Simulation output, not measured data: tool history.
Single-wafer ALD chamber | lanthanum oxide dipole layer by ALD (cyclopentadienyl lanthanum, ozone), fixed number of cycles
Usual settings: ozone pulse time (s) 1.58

run   hour  ozone pulse time (s)  wafers since the last listed run  hours since the last thermocouple change  hours since the last ozone generator service  hours since the showerhead was replaced  hours since the gauge calibration  read-back reference wafer on the same gauge, thickness_nm  mean film thickness on the monitor wafer (Å)
  1      0                  1.39                                 0                                     966.8                                        1210.1                                   7548.7                              239.8                                                      0.433                                          4.98
  2   31.3                  1.39                               629                                     998.1                                        1241.4                                     7580                              271.1                                                      0.433                                          4.94
  3   76.9                  1.39                               916                                    1043.7                                          1287                                   7625.6                              316.7                                                      0.433                                          4.98
  4  134.9                  1.29                              1165                                    1101.7                                          1345                                   7683.6                              374.7                                                      0.433                                          4.86
  5  175.1                  1.29                               807                                    1141.9                                        1385.2                                   7723.8                              414.9                                                      0.433                                          4.88
  6  241.6                  1.58                              1336                                    1208.4                                        1451.7                                   7790.3                              481.4                                                      0.433                                          5.05
       261  -- gauge calibrated
  7  303.4                  1.58                              1242                                    1270.2                                        1513.5                                   7852.1                               42.4                                                      0.433                                          5.08
  8  362.6                  1.39                              1189                                    1329.4                                        1572.7                                   7911.3                              101.6                                                      0.433                                          4.97
  9  394.1                  1.12                               633                                    1360.9                                        1604.2                                   7942.8                              133.1                                                      0.433                                          4.73
       411  -- thermocouple changed; heater temperature recalibrated
     452.7  -- ozone generator serviced
 10  453.2                  1.89                               866                                      42.2                                           0.5                                   8001.9                              192.2                                                      0.433                                           5.4
     470.4  -- showerhead replaced
 11  514.9                  1.18                              1079                                     103.9                                          62.2                                     44.5                              253.9                                                      0.433                                          5.05
 12    564                  1.58                               986                                       153                                         111.3                                     93.6                                303                                                      0.433                                          5.28
 13  611.8                  2.19                               960                                     200.8                                         159.1                                    141.4                              350.8                                                      0.433                                          5.44
 14  650.4                  1.34                               775                                     239.4                                         197.7                                      180                              389.4                                                      0.433                                          5.09
 15  706.5                   1.3                              1127                                     295.5                                         253.8                                    236.1                              445.5                                                      0.433                                          5.09

Hidden state at the last listed run before each entry between runs and at the first one after, where it differs:
Between runs 6 and 7: gauge calibrated (hour 261)
  ozone dose above that of a generator just serviced (%): -31.3 -> -31.6
  measured less the result without the state, mean film thickness on the monitor wafer (Å): -0.26 -> -0.26
Between runs 9 and 10: thermocouple changed; heater temperature recalibrated (hour 411); ozone generator serviced (hour 452.7)
  ozone dose above that of a generator just serviced (%): -32 -> -4.03
  measured less the result without the state, mean film thickness on the monitor wafer (Å): -0.38 -> -0.01
Between runs 10 and 11: showerhead replaced (hour 470.4)
  ozone dose above that of a generator just serviced (%): -4.03 -> -7.04
  measured less the result without the state, mean film thickness on the monitor wafer (Å): -0.01 -> -0.06

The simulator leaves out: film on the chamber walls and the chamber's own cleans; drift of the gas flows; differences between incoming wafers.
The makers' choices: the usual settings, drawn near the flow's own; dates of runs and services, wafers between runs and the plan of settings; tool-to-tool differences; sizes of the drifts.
